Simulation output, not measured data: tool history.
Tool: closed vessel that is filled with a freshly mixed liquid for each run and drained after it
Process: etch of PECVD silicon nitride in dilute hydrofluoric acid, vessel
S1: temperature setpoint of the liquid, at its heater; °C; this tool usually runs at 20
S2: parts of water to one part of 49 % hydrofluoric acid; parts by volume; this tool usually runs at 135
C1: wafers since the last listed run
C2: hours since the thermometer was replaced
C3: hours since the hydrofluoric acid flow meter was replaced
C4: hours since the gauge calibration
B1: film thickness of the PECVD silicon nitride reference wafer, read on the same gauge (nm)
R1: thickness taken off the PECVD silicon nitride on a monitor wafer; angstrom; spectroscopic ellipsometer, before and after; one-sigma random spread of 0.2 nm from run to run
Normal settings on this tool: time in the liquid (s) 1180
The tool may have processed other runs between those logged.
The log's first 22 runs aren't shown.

{"run": 23, "hour": 574.1, "S1": 20, "S2": 135, "time in the liquid (s)": 1560, "C1": 1130, "C2": 176.9, "C3": 53.9, "C4": 86.5, "B1": 80.01, "R1": 331.7}
{"run": 24, "hour": 587.2, "S1": 21.5, "S2": 175, "time in the liquid (s)": 555, "C1": 740, "C2": 190, "C3": 67, "C4": 99.6, "B1": 79.99, "R1": 102.5}
{"run": 25, "hour": 611.9, "S1": 20, "S2": 135, "time in the liquid (s)": 1180, "C1": 1396, "C2": 214.7, "C3": 91.7, "C4": 124.3, "B1": 79.97, "R1": 255.7}
{"run": 26, "hour": 626.6, "S1": 17, "S2": 70, "time in the liquid (s)": 1655, "C1": 831, "C2": 229.4, "C3": 106.4, "C4": 139, "B1": 80.04, "R1": 552.5}
{"run": 27, "hour": 652.5, "S1": 17, "S2": 190, "time in the liquid (s)": 970, "C1": 1464, "C2": 255.3, "C3": 132.3, "C4": 164.9, "B1": 80, "R1": 122}
{"run": 28, "hour": 669.8, "S1": 18, "S2": 85, "time in the liquid (s)": 1560, "C1": 978, "C2": 272.6, "C3": 149.6, "C4": 182.2, "B1": 80.03, "R1": 448.7}
{"run": 29, "hour": 691.7, "S1": 20, "S2": 135, "time in the liquid (s)": 1180, "C1": 1238, "C2": 294.5, "C3": 171.5, "C4": 204.1, "B1": 80, "R1": 252.5}
{"run": 30, "hour": 710.5, "S1": 17, "S2": 80, "time in the liquid (s)": 845, "C1": 1063, "C2": 313.3, "C3": 190.3, "C4": 222.9, "B1": 80, "R1": 247.5}
{"run": 31, "hour": 727.0, "S1": 23, "S2": 135, "time in the liquid (s)": 1180, "C1": 933, "C2": 329.8, "C3": 206.8, "C4": 239.4, "B1": 80.05, "R1": 314.4}
{"run": 32, "hour": 759.7, "S1": 21.5, "S2": 175, "time in the liquid (s)": 555, "C1": 1849, "C2": 362.5, "C3": 239.5, "C4": 272.1, "B1": 80, "R1": 102.5}

Predict each of these 4 candidate next runs independently; none follows another, all start after run 32:
{"run": "A", "hour": 760.7, "S1": 20, "S2": 180, "time in the liquid (s)": 1180, "C1": 56, "C2": 363.5, "C3": 240.5, "C4": 273.1, "B1": "?", "R1": "?"}
{"run": "B", "hour": 760.7, "S1": 22, "S2": 135, "time in the liquid (s)": 930, "C1": 56, "C2": 363.5, "C3": 240.5, "C4": 273.1, "B1": "?", "R1": "?"}
{"run": "C", "hour": 760.7, "S1": 18, "S2": 135, "time in the liquid (s)": 1735, "C1": 56, "C2": 363.5, "C3": 240.5, "C4": 273.1, "B1": "?", "R1": "?"}
{"run": "D", "hour": 760.7, "S1": 20, "S2": 200, "time in the liquid (s)": 1180, "C1": 56, "C2": 363.5, "C3": 240.5, "C4": 273.1, "B1": "?", "R1": "?"}

run=A B1=80 R1=192.9
run=B B1=80 R1=229.9
run=C B1=80 R1=328.2
run=D B1=80 R1=174.1
What these runs would have given with no unlogged condition in the tool:
run=A R1=186
run=B R1=221.7
run=C R1=316.1
run=D R1=167.9
